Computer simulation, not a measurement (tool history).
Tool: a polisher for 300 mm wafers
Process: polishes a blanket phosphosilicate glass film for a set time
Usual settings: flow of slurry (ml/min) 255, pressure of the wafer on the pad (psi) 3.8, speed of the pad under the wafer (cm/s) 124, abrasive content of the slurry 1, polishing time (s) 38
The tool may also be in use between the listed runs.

run	hour	flow of slurry (ml/min)	pressure of the wafer on the pad (psi)	speed of the pad under the wafer (cm/s)	abrasive content of the slurry	polishing time (s)	incoming thickness of the incoming film, nm	film removed (angstrom)
1	0	255	3.8	124	1	41	3548	4324
# hour 14.7: conditioning disc replaced and pad reconditioned
# hour 58.9: slurry blender recalibrated
2	70	255	3.8	124	1	38	3622.4	3977
# hour 86.4: slurry nozzle cleaned
3	108.8	255	3.8	124	1	38	3621.5	4010
# hour 145.5: worn pad replaced by a new one
4	158.7	255	3.8	124	1	38	3621	3979
5	200.7	255	3.8	152	1	38	3620	4658
6	260.9	255	3.8	152	1	38	3564.8	4518
# hour 317.9: conditioning disc replaced and pad reconditioned
7	331.3	255	3.8	124	1	38	3578	3947
# hour 386.4: slurry blender recalibrated
8	420	255	3.8	124	1	38	3663.1	3918
# hour 436.2: worn pad replaced by a new one
9	473.1	255	3.8	124	1	38	3615.3	3977
10	551.6	290	3.8	124	1	38	3611.1	3804
# hour 589: slurry nozzle cleaned
# hour 630.6: conditioning disc replaced and pad reconditioned
11	647.9	315	4.8	124	1	42	3624.9	5508
# hour 680.1: slurry blender recalibrated
# hour 730.9: worn pad replaced by a new one
12	753	255	3.8	124	1	38	3607.4	3848
13	815.5	255	3.8	124	1	45	3625.8	4489
14	917	255	3.8	84	1.15	38	3577.9	3005
# hour 955.2: conditioning disc replaced and pad reconditioned
# hour 987.9: worn pad replaced by a new one
# hour 1016.7: slurry blender recalibrated
# hour 1078.6: head pressure recalibrated
# hour 1152.8: slurry nozzle cleaned
15	1187.9	180	3.2	164	1.2	38	3533.9	4609
# hour 1226.5: conditioning disc replaced and pad reconditioned
16	1240	255	3.8	124	1	38	3637.6	4020
# hour 1281.6: worn pad replaced by a new one
17	1303.9	255	3.2	138	1.15	43	3554	4704
# hour 1333.3: slurry blender recalibrated
18	1363.7	255	3.5	124	1	38	3576.8	3676

Run 19 comes next. What will it give?
19	1463.9	255	3.8	124	0.8	27	3561.4	?

{"run 19": {"film removed (angstrom)": 2472}}
Without the tool's hidden state the same run would have given film removed (angstrom) 2458.

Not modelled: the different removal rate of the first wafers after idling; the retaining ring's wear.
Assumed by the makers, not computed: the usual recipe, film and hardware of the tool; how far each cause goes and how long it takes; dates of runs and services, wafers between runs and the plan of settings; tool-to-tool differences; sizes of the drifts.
